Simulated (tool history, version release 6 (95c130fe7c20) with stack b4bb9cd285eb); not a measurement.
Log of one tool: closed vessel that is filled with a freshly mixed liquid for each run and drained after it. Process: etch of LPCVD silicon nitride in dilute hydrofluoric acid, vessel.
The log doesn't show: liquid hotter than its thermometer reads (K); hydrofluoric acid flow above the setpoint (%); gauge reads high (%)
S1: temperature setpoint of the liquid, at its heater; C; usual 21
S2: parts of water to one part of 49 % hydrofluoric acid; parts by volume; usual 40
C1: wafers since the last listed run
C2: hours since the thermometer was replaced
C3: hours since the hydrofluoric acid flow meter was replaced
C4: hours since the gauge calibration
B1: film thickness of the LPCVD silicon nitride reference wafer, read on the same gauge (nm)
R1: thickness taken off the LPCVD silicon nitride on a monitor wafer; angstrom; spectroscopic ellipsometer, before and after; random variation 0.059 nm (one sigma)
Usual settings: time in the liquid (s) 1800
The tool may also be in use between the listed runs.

run 1 day=0 | S1=22.5 S2=40 time_in_the_liquid_(s)=2135 | C1=0 C2=280.8 C3=803.2 C4=1008.2 | B1=119.98 | R1=250.6
run 2 day=6.183 | S1=22.5 S2=40 time_in_the_liquid_(s)=2135 | C1=5161 C2=429.2 C3=951.6 C4=1156.6 | B1=120.03 | R1=251.4
run 3 day=8.583 | S1=17 S2=40 time_in_the_liquid_(s)=1800 | C1=2003 C2=486.8 C3=1009.2 C4=1214.2 | B1=119.99 | R1=145.2
run 4 day=13.038 | S1=17 S2=40 time_in_the_liquid_(s)=1800 | C1=3718 C2=593.7 C3=1116.1 C4=1321.1 | B1=120 | R1=145
run 5 day=16.871 | S1=17 S2=40 time_in_the_liquid_(s)=1800 | C1=3199 C2=685.7 C3=1208.1 C4=1413.1 | B1=119.99 | R1=145.9
run 6 day=26.321 | S1=21 S2=40 time_in_the_liquid_(s)=1800 | C1=7888 C2=912.5 C3=1434.9 C4=1639.9 | B1=120 | R1=193.4
-- day=26.738 gauge calibrated
run 7 day=28.896 | S1=21 S2=40 time_in_the_liquid_(s)=1800 | C1=2149 C2=974.3 C3=1496.7 C4=51.8 | B1=120.05 | R1=193.8
-- day=29.175 hydrofluoric acid flow meter replaced
run 8 day=31.633 | S1=21 S2=40 time_in_the_liquid_(s)=1800 | C1=2250 C2=1040 C3=59 C4=117.5 | B1=120.03 | R1=194.8
run 9 day=35.921 | S1=24 S2=40 time_in_the_liquid_(s)=1800 | C1=3578 C2=1142.9 C3=161.9 C4=220.4 | B1=119.99 | R1=239.5
run 10 day=39.817 | S1=21 S2=25 time_in_the_liquid_(s)=1800 | C1=3252 C2=1236.4 C3=255.4 C4=313.9 | B1=120.04 | R1=307.8
run 11 day=42.617 | S1=21 S2=25 time_in_the_liquid_(s)=1800 | C1=2337 C2=1303.6 C3=322.6 C4=381.1 | B1=119.99 | R1=306.9
run 12 day=44.312 | S1=21 S2=40 time_in_the_liquid_(s)=2050 | C1=1415 C2=1344.3 C3=363.3 C4=421.8 | B1=119.98 | R1=224
run 13 day=48.683 | S1=25 S2=40 time_in_the_liquid_(s)=1800 | C1=3648 C2=1449.2 C3=468.2 C4=526.7 | B1=119.98 | R1=257.8
run 14 day=51.692 | S1=18.5 S2=40 time_in_the_liquid_(s)=1800 | C1=2511 C2=1521.4 C3=540.4 C4=598.9 | B1=120 | R1=166
run 15 day=53.254 | S1=21 S2=40 time_in_the_liquid_(s)=1800 | C1=1304 C2=1558.9 C3=577.9 C4=636.4 | B1=120.02 | R1=196.9
-- day=54.492 thermometer replaced
run 16 day=56.375 | S1=23 S2=40 time_in_the_liquid_(s)=2540 | C1=2570 C2=45.2 C3=652.8 C4=711.3 | B1=120 | R1=306.3
run 17 day=58.329 | S1=21 S2=55 time_in_the_liquid_(s)=2600 | C1=1631 C2=92.1 C3=699.7 C4=758.2 | B1=120.01 | R1=200.2
run 18 day=62.558 | S1=25 S2=50 time_in_the_liquid_(s)=920 | C1=3530 C2=193.6 C3=801.2 C4=859.7 | B1=119.96 | R1=102.7
run 19 day=65.638 | S1=25.5 S2=25 time_in_the_liquid_(s)=780 | C1=2570 C2=267.5 C3=875.1 C4=933.6 | B1=120.02 | R1=176
run 20 day=69.138 | S1=18.5 S2=40 time_in_the_liquid_(s)=2470 | C1=2921 C2=351.5 C3=959.1 C4=1017.6 | B1=120.02 | R1=218.6
run 21 day=73.233 | S1=22.5 S2=40 time_in_the_liquid_(s)=2135 | C1=3418 C2=449.8 C3=1057.4 C4=1115.9 | B1=120.03 | R1=252.3
run 22 day=77.383 | S1=21 S2=40 time_in_the_liquid_(s)=1800 | C1=3464 C2=549.4 C3=1157 C4=1215.5 | B1=120.01 | R1=191.3
run 23 day=81.517 | S1=17.5 S2=40 time_in_the_liquid_(s)=1055 | C1=3450 C2=648.6 C3=1256.2 C4=1314.7 | B1=120.01 | R1=88.3
run 24 day=88.571 | S1=19.5 S2=60 time_in_the_liquid_(s)=1460 | C1=5888 C2=817.9 C3=1425.5 C4=1484 | B1=119.98 | R1=95.5

The same runs without the tool's hidden state, with the same run-to-run variation:
run=1 R1=248.4
run=2 R1=248.1
run=3 R1=143
run=4 R1=142.4
run=5 R1=143
run=6 R1=188.5
run=7 R1=188.6
run=8 R1=189.3
run=9 R1=232.3
run=10 R1=297.4
run=11 R1=296
run=12 R1=216
run=13 R1=248.1
run=14 R1=159.1
run=15 R1=188.8
run=16 R1=305.8
run=17 R1=199.6
run=18 R1=102.2
run=19 R1=174.8
run=20 R1=216.6
run=21 R1=249.3
run=22 R1=188.6
run=23 R1=86.7
run=24 R1=93.5
